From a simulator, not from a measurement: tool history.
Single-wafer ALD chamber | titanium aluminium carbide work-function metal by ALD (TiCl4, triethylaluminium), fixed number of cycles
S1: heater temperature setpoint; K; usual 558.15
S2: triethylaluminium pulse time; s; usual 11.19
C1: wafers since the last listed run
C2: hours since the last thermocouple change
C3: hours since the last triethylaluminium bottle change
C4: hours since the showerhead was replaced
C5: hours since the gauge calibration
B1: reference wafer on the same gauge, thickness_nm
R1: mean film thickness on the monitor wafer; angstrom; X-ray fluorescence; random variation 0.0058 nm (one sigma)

run,hour,S1,S2,C1,C2,C3,C4,C5,B1,R1
1,0.0,558.15,11.19,0,810.0,298.4,6619.3,263.4,2.141,19.41
2,40.7,558.15,11.19,594,850.7,339.1,6660.0,304.1,2.141,19.34
3,134.1,558.15,11.19,1364,944.1,432.5,6753.4,397.5,2.139,19.33
4,250.1,558.15,11.19,1694,1060.1,548.5,6869.4,513.5,2.141,19.32
5,316.0,558.15,11.19,962,1126.0,614.4,6935.3,579.4,2.141,19.30
6,384.6,558.15,11.19,1002,1194.6,683.0,7003.9,648.0,2.141,19.30
7,448.9,561.15,11.19,939,1258.9,747.3,7068.2,712.3,2.140,19.57
8,535.4,558.15,11.19,1263,1345.4,833.8,7154.7,798.8,2.140,19.18
9,597.9,558.15,11.19,912,1407.9,896.3,7217.2,861.3,2.140,19.22
10,700.1,558.15,11.19,1492,1510.1,998.5,7319.4,963.5,2.139,19.23
11,807.3,558.15,11.19,1565,1617.3,1105.7,7426.6,1070.7,2.139,19.14
# hour 849.9: thermocouple changed; heater temperature recalibrated
12,906.1,558.15,11.19,1326,56.2,1204.5,7525.4,1169.5,2.140,19.10
13,964.9,558.15,13.33,858,115.0,1263.3,7584.2,1228.3,2.139,19.30
14,1002.1,558.15,13.33,543,152.2,1300.5,7621.4,1265.5,2.140,19.29
# hour 1039.0: showerhead replaced
15,1104.8,558.15,13.33,1383,254.9,1403.2,65.8,1368.2,2.140,19.26
16,1142.3,545.15,15.57,547,292.4,1440.7,103.3,1405.7,2.140,18.17
17,1247.9,548.15,11.19,1542,398.0,1546.3,208.9,1511.3,2.142,17.98
18,1346.3,551.15,8.22,1437,496.4,1644.7,307.3,1609.7,2.142,17.46
# hour 1362.8: triethylaluminium bottle replaced
# hour 1395.9: gauge calibrated
19,1440.2,566.15,14.90,1254,590.3,77.4,401.2,44.3,2.140,19.83
20,1482.6,549.15,7.58,619,632.7,119.8,443.6,86.7,2.141,16.69
21,1568.2,565.15,13.97,1250,718.3,205.4,529.2,172.3,2.140,19.67
22,1622.9,558.15,11.19,798,773.0,260.1,583.9,227.0,2.142,18.49
23,1684.1,558.15,11.19,893,834.2,321.3,645.1,288.2,2.140,18.56
24,1771.8,558.15,11.19,1281,921.9,409.0,732.8,375.9,2.138,18.56
25,1826.9,549.15,9.71,804,977.0,464.1,787.9,431.0,2.140,17.38
26,1869.9,571.15,15.63,628,1020.0,507.1,830.9,474.0,2.140,20.46
27,1948.9,568.15,13.77,1153,1099.0,586.1,909.9,553.0,2.139,19.89
# hour 1999.7: triethylaluminium bottle replaced, repeated, since the last time left the tool worse
28,2001.4,552.15,9.09,649,1151.5,1.7,962.4,605.5,2.140,18.42
29,2044.4,564.15,6.76,628,1194.5,44.7,1005.4,648.5,2.139,19.06
30,2093.8,548.15,12.73,721,1243.9,94.1,1054.8,697.9,2.139,18.36
31,2194.8,567.15,7.65,1475,1344.9,195.1,1155.8,798.9,2.139,19.52
32,2248.1,570.15,12.39,778,1398.2,248.4,1209.1,852.2,2.140,20.65
33,2347.4,558.15,11.19,1450,1497.5,347.7,1308.4,951.5,2.139,19.24
34,2407.5,558.15,11.19,877,1557.6,407.8,1368.5,1011.6,2.141,19.29

Forecast each of these 3 alternatives for the next run:
A,2407.9,570.15,11.19,5,1558.0,408.2,1368.9,1012.0,?,?
B,2407.9,566.15,13.49,5,1558.0,408.2,1368.9,1012.0,?,?
C,2407.9,544.15,11.19,5,1558.0,408.2,1368.9,1012.0,?,?

run,B1,R1
A,2.139,20.58
B,2.139,20.37
C,2.139,17.96
Without the tool's hidden state the same runs would have given:
run,R1
A,20.63
B,20.41
C,18.00
